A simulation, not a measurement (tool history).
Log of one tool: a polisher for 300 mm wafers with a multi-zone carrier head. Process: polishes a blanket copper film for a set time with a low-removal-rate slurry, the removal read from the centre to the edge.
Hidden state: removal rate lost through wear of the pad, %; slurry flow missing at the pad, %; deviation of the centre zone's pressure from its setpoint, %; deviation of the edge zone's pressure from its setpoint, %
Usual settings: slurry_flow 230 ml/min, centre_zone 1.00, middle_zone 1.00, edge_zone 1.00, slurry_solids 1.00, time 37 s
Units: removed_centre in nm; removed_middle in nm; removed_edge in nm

run	hour	slurry_flow	centre_zone	middle_zone	edge_zone	slurry_solids	time	wafers since the last listed run	wafers polished on this pad	hours since the slurry nozzle was cleaned	hours since the centre zone pressure was calibrated	hours since the edge zone pressure was calibrated	hours since the carrier head's membrane was replaced	incoming thickness of the incoming film, nm	removed_centre	removed_middle	removed_edge
1	0.0	230	1.05	1.00	1.00	1.00	37	0	43	711.7	923.3	380.8	1577.3	905.9	107.4	109.5	105.5
2	10.1	230	1.00	1.00	1.00	1.00	37	125	169	721.8	933.4	390.9	1587.4	901.2	104.0	110.8	106.3
3	26.6	230	0.93	1.00	1.00	1.00	37	205	374	738.3	949.9	407.4	1603.9	907.1	96.5	110.0	105.2
4	40.2	230	0.93	1.00	1.00	1.00	37	169	544	751.9	963.5	421.0	1617.5	895.8	97.2	110.3	105.1
5	55.9	230	0.93	1.00	1.00	1.00	37	195	739	767.6	979.2	436.7	1633.2	900.8	95.5	109.6	104.8
# hour 68.4: centre zone pressure recalibrated
6	68.9	230	1.00	0.97	1.00	1.00	37	137	876	780.6	0.5	449.7	1646.2	902.5	104.1	106.7	104.1
# hour 75.5: worn pad replaced by a new one
7	82.7	230	1.00	0.97	1.00	1.00	37	122	89	794.4	14.3	463.5	1660.0	907.6	105.7	105.3	106.7
# hour 87.2: edge zone pressure recalibrated
8	118.0	230	1.00	1.00	1.00	1.00	37	414	504	829.7	49.6	30.8	1695.3	908.0	102.8	108.3	105.9
9	132.3	230	1.00	1.00	1.00	1.00	37	178	682	844.0	63.9	45.1	1709.6	910.4	104.5	109.4	106.2
10	141.6	230	1.00	1.00	1.00	1.00	37	115	798	853.3	73.2	54.4	1718.9	900.5	103.0	109.7	105.1
# hour 151.1: worn pad replaced by a new one
11	151.6	230	1.00	1.00	1.04	1.00	37	74	6	863.3	83.2	64.4	1728.9	910.1	104.7	108.8	107.7
12	158.0	230	1.00	1.00	1.00	1.00	33	79	86	869.7	89.6	70.8	1735.3	898.7	91.6	98.1	94.0
# hour 161.2: slurry nozzle cleaned
# hour 167.7: carrier head's membrane replaced by a new one
13	168.2	230	1.00	1.00	1.09	1.00	37	52	138	7.0	99.8	81.0	0.5	917.9	117.7	122.0	118.9
14	173.2	230	1.00	1.00	1.00	1.00	37	62	201	12.0	104.8	86.0	5.5	896.0	117.4	122.6	113.5
15	190.8	200	1.00	0.93	1.10	1.00	37	219	420	29.6	122.4	103.6	23.1	892.3	113.2	113.5	117.2
16	197.2	155	1.00	1.00	1.00	1.00	37	79	500	36.0	128.8	110.0	29.5	894.7	107.0	112.4	108.2
17	203.9	230	1.12	1.00	1.00	1.00	37	83	583	42.7	135.5	116.7	36.2	893.7	129.0	120.8	113.5
# hour 220.0: worn pad replaced by a new one
18	220.5	230	1.00	1.00	1.00	1.00	37	156	6	59.3	152.1	133.3	52.8	902.8	117.7	120.9	112.4
19	232.3	230	1.00	1.03	1.00	1.00	37	146	153	71.1	163.9	145.1	64.6	894.0	116.1	125.3	113.6
20	246.0	230	1.00	1.00	1.00	1.00	37	170	323	84.8	177.6	158.8	78.3	911.6	116.1	118.4	112.4
21	260.6	230	1.00	1.00	1.00	1.00	37	181	505	99.4	192.2	173.4	92.9	902.9	115.0	119.3	112.4

The tool's hidden state at each run:
removal rate lost through wear of the pad, %: 0 in every run
deviation of the centre zone's pressure from its setpoint, %: 0 in every run
deviation of the edge zone's pressure from its setpoint, %: 0 in every run
H1: slurry flow missing at the pad, %
run	H1
1	43.2
2	43.3
3	43.5
4	43.6
5	43.8
6	43.9
7	44
8	44.3
9	44.5
10	44.5
11	44.6
12	44.7
13	6.37
14	7.08
15	9.47
16	10.3
17	11.2
18	13.2
19	14.6
20	16.1
21	17.7

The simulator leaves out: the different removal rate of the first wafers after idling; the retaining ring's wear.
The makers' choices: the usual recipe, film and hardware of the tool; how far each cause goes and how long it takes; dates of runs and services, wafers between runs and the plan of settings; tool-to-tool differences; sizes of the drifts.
